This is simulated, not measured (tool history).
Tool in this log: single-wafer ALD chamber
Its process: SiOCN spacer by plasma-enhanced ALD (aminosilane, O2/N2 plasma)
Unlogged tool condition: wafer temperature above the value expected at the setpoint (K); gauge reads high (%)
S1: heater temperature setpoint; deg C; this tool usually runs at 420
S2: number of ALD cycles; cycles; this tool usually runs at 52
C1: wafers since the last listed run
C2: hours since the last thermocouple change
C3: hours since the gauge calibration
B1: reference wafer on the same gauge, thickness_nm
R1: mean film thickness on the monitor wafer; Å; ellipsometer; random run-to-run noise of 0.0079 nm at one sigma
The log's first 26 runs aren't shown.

{"run": 27, "day": 14.379, "S1": 405, "S2": 48, "C1": 98, "C2": 163.8, "C3": 36.1, "B1": 3.751, "R1": 30.44}
{"run": 28, "day": 14.775, "S1": 413, "S2": 60, "C1": 63, "C2": 173.3, "C3": 45.6, "B1": 3.752, "R1": 37.08}
{"run": 29, "day": 15.267, "S1": 420, "S2": 56, "C1": 79, "C2": 185.1, "C3": 57.4, "B1": 3.75, "R1": 33.82}
{"run": 30, "day": 15.912, "S1": 420, "S2": 52, "C1": 104, "C2": 200.6, "C3": 72.9, "B1": 3.749, "R1": 31.45}
{"run": 31, "day": 16.525, "S1": 430, "S2": 52, "C1": 98, "C2": 215.3, "C3": 87.6, "B1": 3.749, "R1": 30.47}
{"run": 32, "day": 16.858, "S1": 420, "S2": 52, "C1": 53, "C2": 223.3, "C3": 95.6, "B1": 3.751, "R1": 31.33}
{"run": 33, "day": 17.504, "S1": 420, "S2": 52, "C1": 104, "C2": 238.8, "C3": 111.1, "B1": 3.751, "R1": 31.53}
{"run": 34, "day": 17.871, "S1": 420, "S2": 52, "C1": 59, "C2": 247.6, "C3": 119.9, "B1": 3.75, "R1": 31.29}
{"run": 35, "day": 18.571, "S1": 412, "S2": 60, "C1": 113, "C2": 264.4, "C3": 136.7, "B1": 3.75, "R1": 37.44}
{"run": 36, "day": 19.962, "S1": 414, "S2": 49, "C1": 224, "C2": 297.8, "C3": 170.1, "B1": 3.752, "R1": 30.17}
{"run": 37, "day": 20.225, "S1": 425, "S2": 46, "C1": 42, "C2": 304.1, "C3": 176.4, "B1": 3.75, "R1": 27.22}
{"run": 38, "day": 20.75, "S1": 413, "S2": 43, "C1": 84, "C2": 316.7, "C3": 189, "B1": 3.749, "R1": 26.65}

5 options for the next run, each taken on its own from the tool as it stands now. Forecast them:
{"run": "A", "day": 20.771, "S1": 420, "S2": 52, "C1": 3, "C2": 317.2, "C3": 189.5, "B1": "?", "R1": "?"}
{"run": "B", "day": 20.771, "S1": 432, "S2": 45, "C1": 3, "C2": 317.2, "C3": 189.5, "B1": "?", "R1": "?"}
{"run": "C", "day": 20.771, "S1": 431, "S2": 62, "C1": 3, "C2": 317.2, "C3": 189.5, "B1": "?", "R1": "?"}
{"run": "D", "day": 20.771, "S1": 426, "S2": 46, "C1": 3, "C2": 317.2, "C3": 189.5, "B1": "?", "R1": "?"}
{"run": "E", "day": 20.771, "S1": 420, "S2": 61, "C1": 3, "C2": 317.2, "C3": 189.5, "B1": "?", "R1": "?"}

run=A B1=3.751 R1=31.35
run=B B1=3.751 R1=25.98
run=C B1=3.751 R1=35.92
run=D B1=3.751 R1=27.14
run=E B1=3.751 R1=36.77
Without the tool's hidden state the same runs would have given:
run=A R1=31.35
run=B R1=25.98
run=C R1=35.92
run=D R1=27.14
run=E R1=36.77
